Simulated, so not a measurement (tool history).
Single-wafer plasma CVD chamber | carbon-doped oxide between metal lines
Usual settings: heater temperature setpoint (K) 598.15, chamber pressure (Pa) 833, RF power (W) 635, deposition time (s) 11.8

run    hour  heater temperature setpoint (K)  chamber pressure (Pa)  RF power (W)  deposition time (s)  wafers since the last listed run  hours since the last thermocouple change  hours since the last RF generator calibration  hours since the last manometer calibration  hours since the showerhead was replaced  hours since the gauge calibration  read-back reference wafer on the same gauge, thickness_nm  mean film thickness on the monitor wafer (angstrom)
  1       0                           598.15                    684           635                 11.8                                 0                                       261                                          381.7                                      1465.2                                   5833.8                              102.6                                                     68.626                                               775.58
  2    41.1                           598.15                    684           635                 11.8                               998                                     302.1                                          422.8                                      1506.3                                   5874.9                              143.7                                                      68.66                                               772.83
  3    69.3                           598.15                    684           635                 11.8                               685                                     330.3                                            451                                      1534.5                                   5903.1                              171.9                                                     68.604                                               773.78
  4   105.6                           598.15                    833           550                 11.8                               882                                     366.6                                          487.3                                      1570.8                                   5939.4                              208.2                                                     68.618                                               701.49
  5   169.8                           598.15                    833           635                 13.1                              1559                                     430.8                                          551.5                                        1635                                   6003.6                              272.4                                                     68.657                                               862.83
  6   239.2                           598.15                    833           635                 13.1                              1686                                     500.2                                          620.9                                      1704.4                                     6073                              341.8                                                     68.567                                                867.6
  7   277.6                           598.15                    833           635                 11.8                               933                                     538.6                                          659.3                                      1742.8                                   6111.4                              380.2                                                      68.54                                               779.02
  8   403.8                           598.15                    833           635                 11.8                              3066                                     664.8                                          785.5                                        1869                                   6237.6                              506.4                                                     68.617                                               775.19
  9   471.8                           598.15                    833           635                 11.8                              1652                                     732.8                                          853.5                                        1937                                   6305.6                              574.4                                                     68.616                                               777.67
 10   568.9                           598.15                    833           635                 11.8                              2359                                     829.9                                          950.6                                      2034.1                                   6402.7                              671.5                                                     68.598                                               779.14
 11   634.7                           598.15                    833           635                 11.8                              1598                                     895.7                                         1016.4                                      2099.9                                   6468.5                              737.3                                                     68.538                                               775.24
 12   660.3                           598.15                    833           635                 11.8                               622                                     921.3                                           1042                                      2125.5                                   6494.1                              762.9                                                     68.603                                               774.94
      680.2  -- capacitance manometer re-zeroed and calibrated
 13   687.3                           598.15                    833           635                 11.8                               461                                     948.3                                           1069                                         7.1                                   6521.1                              789.9                                                      68.63                                               778.82
 14   750.1                           585.15                    756           635                  9.8                              1525                                    1011.1                                         1131.8                                        69.9                                   6583.9                              852.7                                                     68.633                                               679.64
 15   794.5                           598.15                    692           635                 11.8                              1078                                    1055.5                                         1176.2                                       114.3                                   6628.3                              897.1                                                     68.631                                               765.58
 16   917.1                           598.15                    833           635                 11.8                              2979                                    1178.1                                         1298.8                                       236.9                                   6750.9                             1019.7                                                     68.626                                               772.75
 17   988.7                           598.15                    833           635                 11.8                              1739                                    1249.7                                         1370.4                                       308.5                                   6822.5                             1091.3                                                     68.553                                               770.97
 18  1040.6                           598.15                    929           710                 14.1                              1261                                    1301.6                                         1422.3                                       360.4                                   6874.4                             1143.2                                                     68.629                                              1015.35
     1090.2  -- showerhead replaced
 19  1090.7                           598.15                    671           520                  9.7                              1022                                    1351.7                                         1472.4                                       410.5                                      0.5                             1193.3                                                      68.62                                               531.25
     1114.1  -- gauge calibrated
     1114.6  -- RF generator calibrated
 20  1136.1                           607.15                    755           540                 11.1                               908                                    1397.1                                           21.5                                       455.9                                     45.9                                 22                                                     68.622                                               636.27
 21    1208                           598.15                    973           635                 13.9                              1747                                      1469                                           93.4                                       527.8                                    117.8                               93.9                                                       68.6                                               948.54
     1234.9  -- thermocouple changed; heater temperature recalibrated
 22  1278.5                           598.15                    684           635                 11.8                              1518                                      43.6                                          163.9                                       598.3                                    188.3                              164.4                                                     68.589                                               778.41
 23  1338.9                           598.15                    833           635                 11.8                              1467                                       104                                          224.3                                       658.7                                    248.7                              224.8                                                     68.601                                               787.04
 24  1405.5                           585.15                    833           635                 11.8                              1618                                     170.6                                          290.9                                       725.3                                    315.3                              291.4                                                     68.611                                               837.49
 25    1430                           598.15                    833           635                 14.1                               595                                     195.1                                          315.4                                       749.8                                    339.8                              315.9                                                     68.576                                               933.96
 26    1482                           608.15                    833           705                 10.8                              1263                                     247.1                                          367.4                                       801.8                                    391.8                              367.9                                                     68.685                                               743.96
 27  1526.1                           592.15                    745           680                 11.8                              1071                                     291.2                                          411.5                                       845.9                                    435.9                                412                                                     68.608                                               841.29
 28    1587                           598.15                    833           635                 14.1                              1479                                     352.1                                          472.4                                       906.8                                    496.8                              472.9                                                     68.669                                               927.86

Alternative continuations, all from the tool just after run 28; predict every row:
  A  1587.4                           598.15                    833           585                 11.8                                 9                                     352.5                                          472.8                                       907.2                                    497.2                              473.3                                                          ?                                                    ?
  B  1587.4                           598.15                    937           635                 11.8                                 9                                     352.5                                          472.8                                       907.2                                    497.2                              473.3                                                          ?                                                    ?
  C  1587.4                           598.15                    833           595                  9.5                                 9                                     352.5                                          472.8                                       907.2                                    497.2                              473.3                                                          ?                                                    ?
  D  1587.4                           584.15                    833           635                 11.8                                 9                                     352.5                                          472.8                                       907.2                                    497.2                              473.3                                                          ?                                                    ?
  E  1587.4                           598.15                    709           635                 13.3                                 9                                     352.5                                          472.8                                       907.2                                    497.2                              473.3                                                          ?                                                    ?

run  read-back reference wafer on the same gauge, thickness_nm  mean film thickness on the monitor wafer (angstrom)
  A                                                     68.591                                               734.32
  B                                                     68.591                                               790.06
  C                                                     68.591                                               601.57
  D                                                     68.591                                               835.97
  E                                                     68.591                                               870.28
Stripped of hidden state, with their random variation kept, the same runs would have yielded:
run  mean film thickness on the monitor wafer (angstrom)
  A                                               760.99
  B                                               818.47
  C                                                623.2
  D                                               866.03
  E                                               901.58
